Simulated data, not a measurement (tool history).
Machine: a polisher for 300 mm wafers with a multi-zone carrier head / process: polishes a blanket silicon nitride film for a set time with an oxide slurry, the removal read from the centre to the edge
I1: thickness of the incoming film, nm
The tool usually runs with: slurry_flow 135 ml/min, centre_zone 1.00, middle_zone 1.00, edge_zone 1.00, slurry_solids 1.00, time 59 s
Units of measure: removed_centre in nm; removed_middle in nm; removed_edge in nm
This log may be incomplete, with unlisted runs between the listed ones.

run 1 day=0.000 | slurry_flow=135 centre_zone=1.00 middle_zone=1.00 edge_zone=1.00 slurry_solids=1.00 time=59 | I1=545.4 | removed_centre=32.3 removed_middle=32.9 removed_edge=33.3
run 2 day=1.492 | slurry_flow=135 centre_zone=1.00 middle_zone=1.00 edge_zone=1.00 slurry_solids=1.00 time=59 | I1=546.0 | removed_centre=30.6 removed_middle=32.0 removed_edge=32.0
run 3 day=2.933 | slurry_flow=165 centre_zone=1.00 middle_zone=1.00 edge_zone=1.00 slurry_solids=1.00 time=59 | I1=547.6 | removed_centre=31.6 removed_middle=32.7 removed_edge=31.8
run 4 day=5.246 | slurry_flow=100 centre_zone=1.00 middle_zone=1.00 edge_zone=1.00 slurry_solids=1.00 time=59 | I1=550.1 | removed_centre=27.0 removed_middle=29.5 removed_edge=29.5
-- day=6.125 worn pad replaced by a new one
-- day=6.654 centre zone pressure recalibrated
run 5 day=7.754 | slurry_flow=100 centre_zone=1.00 middle_zone=1.00 edge_zone=1.00 slurry_solids=1.00 time=59 | I1=534.9 | removed_centre=31.3 removed_middle=32.9 removed_edge=33.6
run 6 day=10.142 | slurry_flow=135 centre_zone=1.00 middle_zone=1.00 edge_zone=0.97 slurry_solids=1.00 time=59 | I1=548.5 | removed_centre=32.3 removed_middle=34.2 removed_edge=33.3
run 7 day=11.388 | slurry_flow=135 centre_zone=1.00 middle_zone=1.00 edge_zone=1.00 slurry_solids=1.00 time=59 | I1=536.9 | removed_centre=32.4 removed_middle=33.2 removed_edge=32.8
-- day=11.833 slurry nozzle cleaned
run 8 day=13.575 | slurry_flow=135 centre_zone=1.00 middle_zone=1.00 edge_zone=1.00 slurry_solids=0.75 time=59 | I1=548.0 | removed_centre=23.6 removed_middle=24.6 removed_edge=24.9
-- day=13.738 edge zone pressure recalibrated
run 9 day=15.354 | slurry_flow=135 centre_zone=1.00 middle_zone=1.12 edge_zone=1.00 slurry_solids=1.00 time=59 | I1=533.5 | removed_centre=30.9 removed_middle=35.1 removed_edge=31.9
-- day=18.412 worn pad replaced by a new one
run 10 day=18.433 | slurry_flow=135 centre_zone=1.09 middle_zone=1.00 edge_zone=1.00 slurry_solids=1.00 time=59 | I1=541.6 | removed_centre=35.4 removed_middle=34.9 removed_edge=34.8
run 11 day=20.608 | slurry_flow=135 centre_zone=1.00 middle_zone=1.05 edge_zone=1.00 slurry_solids=1.00 time=59 | I1=543.5 | removed_centre=32.3 removed_middle=36.0 removed_edge=34.5
run 12 day=22.812 | slurry_flow=135 centre_zone=1.00 middle_zone=0.92 edge_zone=1.00 slurry_solids=1.15 time=59 | I1=541.8 | removed_centre=33.7 removed_middle=34.4 removed_edge=36.6
run 13 day=24.438 | slurry_flow=135 centre_zone=1.00 middle_zone=1.00 edge_zone=1.00 slurry_solids=1.00 time=44 | I1=533.9 | removed_centre=21.9 removed_middle=24.4 removed_edge=24.6

For run 14, what comes out?
-- day=24.771 centre zone pressure recalibrated
-- day=26.321 slurry nozzle cleaned
run 14 day=26.546 | slurry_flow=135 centre_zone=1.00 middle_zone=1.00 edge_zone=1.00 slurry_solids=1.00 time=59 | I1=536.0 | removed_centre=? removed_middle=? removed_edge=?

{"run 14": {"removed_centre": 31.7, "removed_middle": 32.4, "removed_edge": 32.5}}
Minus the tool's unlogged condition, the same run would have read removed_centre 34.2 nm, removed_middle 35.4 nm, removed_edge 35.5 nm.
